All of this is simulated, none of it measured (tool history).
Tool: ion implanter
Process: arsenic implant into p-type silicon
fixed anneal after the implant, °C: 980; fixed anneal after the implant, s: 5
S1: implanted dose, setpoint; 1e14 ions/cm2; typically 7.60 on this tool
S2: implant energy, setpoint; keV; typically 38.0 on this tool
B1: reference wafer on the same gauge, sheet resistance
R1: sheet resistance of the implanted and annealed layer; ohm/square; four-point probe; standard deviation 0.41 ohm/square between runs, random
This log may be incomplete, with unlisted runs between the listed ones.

run	hour	S1	S2	B1	R1
1	0.0	7.60	48.0	157.83	136.36
2	9.0	7.60	38.0	157.89	143.61
3	25.4	7.60	38.0	157.90	144.57
4	42.3	7.60	38.0	157.89	144.05
5	54.0	7.60	38.0	157.97	144.95
6	68.2	7.60	38.0	158.08	144.24
7	110.3	6.76	38.0	158.13	156.78
8	116.5	6.76	38.0	158.03	156.76
9	122.8	7.60	38.0	157.84	145.45
# hour 140.8: extraction supply calibrated
10	141.3	7.60	38.0	157.98	144.79
11	150.2	7.60	38.0	157.98	145.13
12	160.8	7.60	38.0	157.98	145.71
13	170.2	7.60	38.0	158.15	144.65
14	178.4	8.83	38.0	158.03	132.00
15	185.9	9.87	48.5	158.04	115.74
# hour 214.2: Faraday cup replaced and dose calibrated
16	214.7	7.60	33.0	157.99	142.35
17	215.0	9.37	38.0	158.04	120.63
18	226.0	7.60	44.0	157.85	132.48
19	233.2	7.60	31.0	158.09	144.55
# hour 237.2: gauge calibrated
20	241.3	6.76	38.0	157.72	147.51
21	256.0	7.60	38.0	158.06	136.57
22	265.5	7.60	28.5	158.13	147.73
# hour 280.1: Faraday cup replaced and dose calibrated, repeated, since the last time left the tool worse
23	282.2	7.60	24.5	157.97	159.84

What will run 24 give?
24	295.5	7.60	38.0	?	?

Run 24 measured B1 157.95, R1 142.20 ohm/square.
The same run, on a tool lacking any hidden state, would have yielded R1 142.08 ohm/square.
